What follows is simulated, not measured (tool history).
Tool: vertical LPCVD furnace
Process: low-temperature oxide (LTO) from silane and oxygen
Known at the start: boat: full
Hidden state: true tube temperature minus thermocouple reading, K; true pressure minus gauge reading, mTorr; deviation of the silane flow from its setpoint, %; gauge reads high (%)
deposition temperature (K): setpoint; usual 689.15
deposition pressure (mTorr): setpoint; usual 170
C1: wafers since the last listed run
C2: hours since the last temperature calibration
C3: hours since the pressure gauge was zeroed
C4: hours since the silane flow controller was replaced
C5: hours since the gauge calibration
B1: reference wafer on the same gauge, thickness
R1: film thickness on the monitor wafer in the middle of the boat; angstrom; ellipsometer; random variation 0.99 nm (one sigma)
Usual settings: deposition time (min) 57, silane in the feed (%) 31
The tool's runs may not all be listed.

{"run": 1, "hour": 0.0, "deposition temperature (K)": 689.15, "deposition pressure (mTorr)": 170, "deposition time (min)": 57, "silane in the feed (%)": 31, "C1": 0, "C2": 3200.1, "C3": 3029.8, "C4": 5470.2, "C5": 623.2, "B1": 348.93, "R1": 3700.7}
{"run": 2, "hour": 23.5, "deposition temperature (K)": 689.15, "deposition pressure (mTorr)": 170, "deposition time (min)": 57, "silane in the feed (%)": 31, "C1": 268, "C2": 3223.6, "C3": 3053.3, "C4": 5493.7, "C5": 646.7, "B1": 349.16, "R1": 3723.3}
{"run": 3, "hour": 46.6, "deposition temperature (K)": 689.15, "deposition pressure (mTorr)": 170, "deposition time (min)": 57, "silane in the feed (%)": 31, "C1": 264, "C2": 3246.7, "C3": 3076.4, "C4": 5516.8, "C5": 669.8, "B1": 349.12, "R1": 3697.6}
{"run": 4, "hour": 74.3, "deposition temperature (K)": 689.15, "deposition pressure (mTorr)": 170, "deposition time (min)": 57, "silane in the feed (%)": 31, "C1": 316, "C2": 3274.4, "C3": 3104.1, "C4": 5544.5, "C5": 697.5, "B1": 349.35, "R1": 3682.2}
{"run": 5, "hour": 107.8, "deposition temperature (K)": 689.15, "deposition pressure (mTorr)": 170, "deposition time (min)": 57, "silane in the feed (%)": 31, "C1": 382, "C2": 3307.9, "C3": 3137.6, "C4": 5578, "C5": 731, "B1": 348.53, "R1": 3684.5}
{"run": 6, "hour": 124.0, "deposition temperature (K)": 689.15, "deposition pressure (mTorr)": 170, "deposition time (min)": 57, "silane in the feed (%)": 26, "C1": 185, "C2": 3324.1, "C3": 3153.8, "C4": 5594.2, "C5": 747.2, "B1": 348.78, "R1": 2859.3}
{"run": 7, "hour": 138.9, "deposition temperature (K)": 689.15, "deposition pressure (mTorr)": 170, "deposition time (min)": 57, "silane in the feed (%)": 26, "C1": 170, "C2": 3339, "C3": 3168.7, "C4": 5609.1, "C5": 762.1, "B1": 349.29, "R1": 2857.8}
{"run": 8, "hour": 154.2, "deposition temperature (K)": 689.15, "deposition pressure (mTorr)": 170, "deposition time (min)": 57, "silane in the feed (%)": 31, "C1": 174, "C2": 3354.3, "C3": 3184, "C4": 5624.4, "C5": 777.4, "B1": 349.28, "R1": 3695.4}
{"run": 9, "hour": 181.2, "deposition temperature (K)": 689.15, "deposition pressure (mTorr)": 170, "deposition time (min)": 57, "silane in the feed (%)": 31, "C1": 308, "C2": 3381.3, "C3": 3211, "C4": 5651.4, "C5": 804.4, "B1": 348.81, "R1": 3704}
{"run": 10, "hour": 195.8, "deposition temperature (K)": 689.15, "deposition pressure (mTorr)": 170, "deposition time (min)": 57, "silane in the feed (%)": 31, "C1": 166, "C2": 3395.9, "C3": 3225.6, "C4": 5666, "C5": 819, "B1": 349.08, "R1": 3699.2}
{"hour": 233.7, "done": "thermocouples replaced and temperature profile calibrated"}
{"hour": 256.4, "done": "pressure gauge zeroed"}
{"run": 11, "hour": 256.9, "deposition temperature (K)": 689.15, "deposition pressure (mTorr)": 170, "deposition time (min)": 57, "silane in the feed (%)": 31, "C1": 165, "C2": 23.2, "C3": 0.5, "C4": 5727.1, "C5": 880.1, "B1": 349.63, "R1": 3493.1}
{"run": 12, "hour": 261.3, "deposition temperature (K)": 689.15, "deposition pressure (mTorr)": 170, "deposition time (min)": 57, "silane in the feed (%)": 31, "C1": 50, "C2": 27.6, "C3": 4.9, "C4": 5731.5, "C5": 884.5, "B1": 348.62, "R1": 3509.5}
{"run": 13, "hour": 265.7, "deposition temperature (K)": 689.15, "deposition pressure (mTorr)": 170, "deposition time (min)": 57, "silane in the feed (%)": 31, "C1": 50, "C2": 32, "C3": 9.3, "C4": 5735.9, "C5": 888.9, "B1": 348.74, "R1": 3486.6}
{"run": 14, "hour": 279.7, "deposition temperature (K)": 689.15, "deposition pressure (mTorr)": 170, "deposition time (min)": 57, "silane in the feed (%)": 31, "C1": 160, "C2": 46, "C3": 23.3, "C4": 5749.9, "C5": 902.9, "B1": 348.66, "R1": 3496.8}
{"run": 15, "hour": 312.6, "deposition temperature (K)": 689.15, "deposition pressure (mTorr)": 170, "deposition time (min)": 57, "silane in the feed (%)": 31, "C1": 376, "C2": 78.9, "C3": 56.2, "C4": 5782.8, "C5": 935.8, "B1": 349.06, "R1": 3501.8}
{"run": 16, "hour": 329.1, "deposition temperature (K)": 689.15, "deposition pressure (mTorr)": 170, "deposition time (min)": 57, "silane in the feed (%)": 31, "C1": 188, "C2": 95.4, "C3": 72.7, "C4": 5799.3, "C5": 952.3, "B1": 349.13, "R1": 3513.6}
{"run": 17, "hour": 346.1, "deposition temperature (K)": 694.15, "deposition pressure (mTorr)": 170, "deposition time (min)": 57, "silane in the feed (%)": 37, "C1": 194, "C2": 112.4, "C3": 89.7, "C4": 5816.3, "C5": 969.3, "B1": 348.86, "R1": 4643.9}
{"run": 18, "hour": 377.7, "deposition temperature (K)": 689.15, "deposition pressure (mTorr)": 190, "deposition time (min)": 57, "silane in the feed (%)": 31, "C1": 361, "C2": 144, "C3": 121.3, "C4": 5847.9, "C5": 1000.9, "B1": 348.59, "R1": 3932.6}
{"run": 19, "hour": 410.1, "deposition temperature (K)": 686.15, "deposition pressure (mTorr)": 170, "deposition time (min)": 75.5, "silane in the feed (%)": 31, "C1": 370, "C2": 176.4, "C3": 153.7, "C4": 5880.3, "C5": 1033.3, "B1": 349.1, "R1": 4512.3}
{"hour": 430.7, "done": "gauge calibrated"}
{"run": 20, "hour": 431.1, "deposition temperature (K)": 689.15, "deposition pressure (mTorr)": 170, "deposition time (min)": 57, "silane in the feed (%)": 31, "C1": 240, "C2": 197.4, "C3": 174.7, "C4": 5901.3, "C5": 0.4, "B1": 348.91, "R1": 3517.9}
{"run": 21, "hour": 454.5, "deposition temperature (K)": 692.15, "deposition pressure (mTorr)": 145, "deposition time (min)": 77, "silane in the feed (%)": 29, "C1": 267, "C2": 220.8, "C3": 198.1, "C4": 5924.7, "C5": 23.8, "B1": 349.24, "R1": 3829.5}
{"run": 22, "hour": 483.0, "deposition temperature (K)": 689.15, "deposition pressure (mTorr)": 170, "deposition time (min)": 57, "silane in the feed (%)": 31, "C1": 325, "C2": 249.3, "C3": 226.6, "C4": 5953.2, "C5": 52.3, "B1": 349.26, "R1": 3550.8}
{"run": 23, "hour": 587.9, "deposition temperature (K)": 689.15, "deposition pressure (mTorr)": 170, "deposition time (min)": 69, "silane in the feed (%)": 31, "C1": 1198, "C2": 354.2, "C3": 331.5, "C4": 6058.1, "C5": 157.2, "B1": 349.07, "R1": 4295.4}
{"hour": 613.9, "done": "silane flow controller replaced"}
{"run": 24, "hour": 614.4, "deposition temperature (K)": 689.15, "deposition pressure (mTorr)": 170, "deposition time (min)": 57, "silane in the feed (%)": 28, "C1": 28, "C2": 380.7, "C3": 358, "C4": 0.5, "C5": 183.7, "B1": 348.96, "R1": 3065}
{"run": 25, "hour": 707.9, "deposition temperature (K)": 689.15, "deposition pressure (mTorr)": 170, "deposition time (min)": 57, "silane in the feed (%)": 34, "C1": 1068, "C2": 474.2, "C3": 451.5, "C4": 94, "C5": 277.2, "B1": 348.88, "R1": 4031.5}
{"run": 26, "hour": 740.7, "deposition temperature (K)": 689.15, "deposition pressure (mTorr)": 170, "deposition time (min)": 57, "silane in the feed (%)": 31, "C1": 374, "C2": 507, "C3": 484.3, "C4": 126.8, "C5": 310, "B1": 348.64, "R1": 3570.4}
{"run": 27, "hour": 761.3, "deposition temperature (K)": 689.15, "deposition pressure (mTorr)": 170, "deposition time (min)": 40, "silane in the feed (%)": 31, "C1": 235, "C2": 527.6, "C3": 504.9, "C4": 147.4, "C5": 330.6, "B1": 349.22, "R1": 2513.3}
{"run": 28, "hour": 784.6, "deposition temperature (K)": 689.15, "deposition pressure (mTorr)": 210, "deposition time (min)": 57, "silane in the feed (%)": 35, "C1": 266, "C2": 550.9, "C3": 528.2, "C4": 170.7, "C5": 353.9, "B1": 348.81, "R1": 5178.4}
{"run": 29, "hour": 799.1, "deposition temperature (K)": 689.15, "deposition pressure (mTorr)": 170, "deposition time (min)": 68, "silane in the feed (%)": 31, "C1": 165, "C2": 565.4, "C3": 542.7, "C4": 185.2, "C5": 368.4, "B1": 348.84, "R1": 4248}
{"run": 30, "hour": 816.1, "deposition temperature (K)": 685.15, "deposition pressure (mTorr)": 205, "deposition time (min)": 49.5, "silane in the feed (%)": 33, "C1": 194, "C2": 582.4, "C3": 559.7, "C4": 202.2, "C5": 385.4, "B1": 348.83, "R1": 3891}
{"run": 31, "hour": 902.6, "deposition temperature (K)": 699.15, "deposition pressure (mTorr)": 180, "deposition time (min)": 57, "silane in the feed (%)": 31, "C1": 988, "C2": 668.9, "C3": 646.2, "C4": 288.7, "C5": 471.9, "B1": 349.09, "R1": 4234.6}
{"run": 32, "hour": 923.4, "deposition temperature (K)": 686.15, "deposition pressure (mTorr)": 200, "deposition time (min)": 66.5, "silane in the feed (%)": 28, "C1": 237, "C2": 689.7, "C3": 667, "C4": 309.5, "C5": 492.7, "B1": 348.69, "R1": 4116.8}

3 ways to go on from here, each from the tool as it stands after run 32. What would each give?
{"run": "A", "hour": 927.9, "deposition temperature (K)": 701.15, "deposition pressure (mTorr)": 170, "deposition time (min)": 57, "silane in the feed (%)": 31, "C1": 51, "C2": 694.2, "C3": 671.5, "C4": 314, "C5": 497.2, "B1": "?", "R1": "?"}
{"run": "B", "hour": 927.9, "deposition temperature (K)": 689.15, "deposition pressure (mTorr)": 145, "deposition time (min)": 70.5, "silane in the feed (%)": 31, "C1": 51, "C2": 694.2, "C3": 671.5, "C4": 314, "C5": 497.2, "B1": "?", "R1": "?"}
{"run": "C", "hour": 927.9, "deposition temperature (K)": 689.15, "deposition pressure (mTorr)": 205, "deposition time (min)": 57, "silane in the feed (%)": 27, "C1": 51, "C2": 694.2, "C3": 671.5, "C4": 314, "C5": 497.2, "B1": "?", "R1": "?"}

run=A B1=348.39 R1=4086.7
run=B B1=348.39 R1=3794.6
run=C B1=348.39 R1=3532.3
Without the tool's hidden state the same runs would have given:
run=A R1=4019.9
run=B R1=3722
run=C R1=3484.2
